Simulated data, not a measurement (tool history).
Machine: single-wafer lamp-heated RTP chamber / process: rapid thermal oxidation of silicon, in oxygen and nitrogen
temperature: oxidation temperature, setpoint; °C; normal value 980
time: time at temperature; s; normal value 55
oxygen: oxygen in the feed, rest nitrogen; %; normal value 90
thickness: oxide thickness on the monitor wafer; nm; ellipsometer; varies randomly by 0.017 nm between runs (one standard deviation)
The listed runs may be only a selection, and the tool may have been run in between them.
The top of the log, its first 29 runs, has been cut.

run   hour  temperature  time  oxygen  read-back reference wafer on the same gauge, thickness  thickness
 30  742.3          990    55      98                                                   4.852      5.043
 31  772.4          980    55      90                                                   4.848      4.554
 32  795.1          980    55      90                                                   4.851      4.587
 33  813.4          999    73      77                                                   4.849      5.616
 34  881.6          980    55      90                                                   4.847      4.617
 35  895.8          959    38      76                                                   4.853      3.279
 36  914.5          980    71      90                                                   4.852      5.183
 37    945          980    55      90                                                   4.854       4.64
 38  971.8          968    67      98                                                   4.848      4.785
 39  988.6          980    34      64                                                   4.845      3.446

Each row is a separate what-if for the run after 39, all from the same tool condition, not one after another. Results?
  A   989          980    55      90                                                       ?          ?
  B   989          980    48      90                                                       ?          ?
  C   989          995    65      74                                                       ?          ?

run  read-back reference wafer on the same gauge, thickness  thickness
  A                                                   4.851      4.666
  B                                                   4.851      4.405
  C                                                   4.851      5.229
Without the tool's hidden state the same runs would have given:
run  thickness
  A      4.503
  B      4.253
  C      5.046

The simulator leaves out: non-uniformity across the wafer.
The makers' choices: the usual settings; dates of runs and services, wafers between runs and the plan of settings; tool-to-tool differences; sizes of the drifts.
